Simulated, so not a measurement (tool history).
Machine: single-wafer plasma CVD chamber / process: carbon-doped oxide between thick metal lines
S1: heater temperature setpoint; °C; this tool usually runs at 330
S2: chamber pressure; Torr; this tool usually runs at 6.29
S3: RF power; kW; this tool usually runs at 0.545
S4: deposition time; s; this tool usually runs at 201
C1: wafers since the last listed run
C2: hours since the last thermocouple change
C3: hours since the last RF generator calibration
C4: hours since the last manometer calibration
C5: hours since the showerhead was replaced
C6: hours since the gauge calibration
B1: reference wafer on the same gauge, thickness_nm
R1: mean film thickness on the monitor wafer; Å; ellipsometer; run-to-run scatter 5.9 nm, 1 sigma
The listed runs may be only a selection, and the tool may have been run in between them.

run,hour,S1,S2,S3,S4,C1,C2,C3,C4,C5,C6,B1,R1
1,0.0,330,6.29,0.545,201,0,50.8,1579.1,1270.8,2635.0,997.5,1040.138,11106.69
2,69.1,330,6.29,0.545,201,737,119.9,1648.2,1339.9,2704.1,1066.6,1037.820,11139.30
3,170.6,330,6.29,0.545,201,1082,221.4,1749.7,1441.4,2805.6,1168.1,1039.893,11059.81
# hour 181.9: capacitance manometer re-zeroed and calibrated
4,213.7,330,6.29,0.545,201,374,264.5,1792.8,31.8,2848.7,1211.2,1039.177,11114.23
5,266.4,330,6.29,0.545,201,562,317.2,1845.5,84.5,2901.4,1263.9,1040.122,11096.98
6,330.2,330,6.29,0.545,201,680,381.0,1909.3,148.3,2965.2,1327.7,1040.794,11165.19
7,376.7,330,6.29,0.485,181,496,427.5,1955.8,194.8,3011.7,1374.2,1038.099,9203.38
8,416.9,330,6.29,0.445,201,428,467.7,1996.0,235.0,3051.9,1414.4,1040.485,9456.67
9,483.1,336,6.99,0.545,201,706,533.9,2062.2,301.2,3118.1,1480.6,1039.509,11028.58
10,524.0,330,6.29,0.545,201,436,574.8,2103.1,342.1,3159.0,1521.5,1040.495,11105.21
11,617.6,321,5.77,0.610,218,998,668.4,2196.7,435.7,3252.6,1615.1,1041.755,13268.01
12,664.6,336,6.29,0.545,201,501,715.4,2243.7,482.7,3299.6,1662.1,1038.394,10950.79
13,753.3,330,6.29,0.545,201,946,804.1,2332.4,571.4,3388.3,1750.8,1041.441,11062.82
# hour 834.6: gauge calibrated
14,853.0,323,5.85,0.545,185,1063,903.8,2432.1,671.1,3488.0,18.4,1038.104,10263.48
15,935.5,330,5.39,0.545,201,880,986.3,2514.6,753.6,3570.5,100.9,1038.563,10900.34
16,979.3,334,6.29,0.440,174,467,1030.1,2558.4,797.4,3614.3,144.7,1039.069,8053.56
17,1075.7,334,6.29,0.545,226,1028,1126.5,2654.8,893.8,3710.7,241.1,1040.262,12301.23
# hour 1103.0: showerhead replaced
18,1119.4,330,6.29,0.545,201,380,1170.2,2698.5,937.5,16.4,284.8,1039.066,11085.55
# hour 1191.1: RF generator calibrated
19,1191.6,340,6.29,0.450,228,684,1242.4,0.5,1009.7,88.6,357.0,1037.923,10474.95
20,1250.9,330,7.80,0.440,235,632,1301.7,59.8,1069.0,147.9,416.3,1039.945,11227.36
21,1288.0,330,6.29,0.545,177,395,1338.8,96.9,1106.1,185.0,453.4,1040.740,9816.89
22,1328.9,343,6.29,0.605,201,436,1379.7,137.8,1147.0,225.9,494.3,1041.136,11461.04
23,1381.9,342,6.29,0.620,188,565,1432.7,190.8,1200.0,278.9,547.3,1039.736,10965.64
24,1450.2,336,5.60,0.545,175,728,1501.0,259.1,1268.3,347.2,615.6,1040.268,9420.65
25,1554.4,334,6.29,0.440,174,1111,1605.2,363.3,1372.5,451.4,719.8,1042.210,8005.84
26,1653.7,324,5.52,0.640,239,1059,1704.5,462.6,1471.8,550.7,819.1,1039.833,14956.50
# hour 1697.9: capacitance manometer re-zeroed and calibrated
27,1749.9,330,6.29,0.505,219,940,1800.7,558.8,52.0,646.9,915.3,1040.289,11385.98

Forecast each of these 5 alternatives for the next run:
A,1750.4,330,6.29,0.545,201,5,1801.2,559.3,52.5,647.4,915.8,?,?
B,1750.4,335,6.29,0.545,201,5,1801.2,559.3,52.5,647.4,915.8,?,?
C,1750.4,337,5.83,0.465,228,5,1801.2,559.3,52.5,647.4,915.8,?,?
D,1750.4,342,6.99,0.545,201,5,1801.2,559.3,52.5,647.4,915.8,?,?
E,1750.4,342,6.29,0.545,201,5,1801.2,559.3,52.5,647.4,915.8,?,?

run,B1,R1
A,1039.433,11253.17
B,1039.433,11104.62
C,1039.433,10969.58
D,1039.433,11009.78
E,1039.433,10904.66
With the hidden condition removed and each run's random variation left untouched, the same runs would have given:
run,R1
A,11253.17
B,11104.62
C,10969.58
D,11009.78
E,10904.66
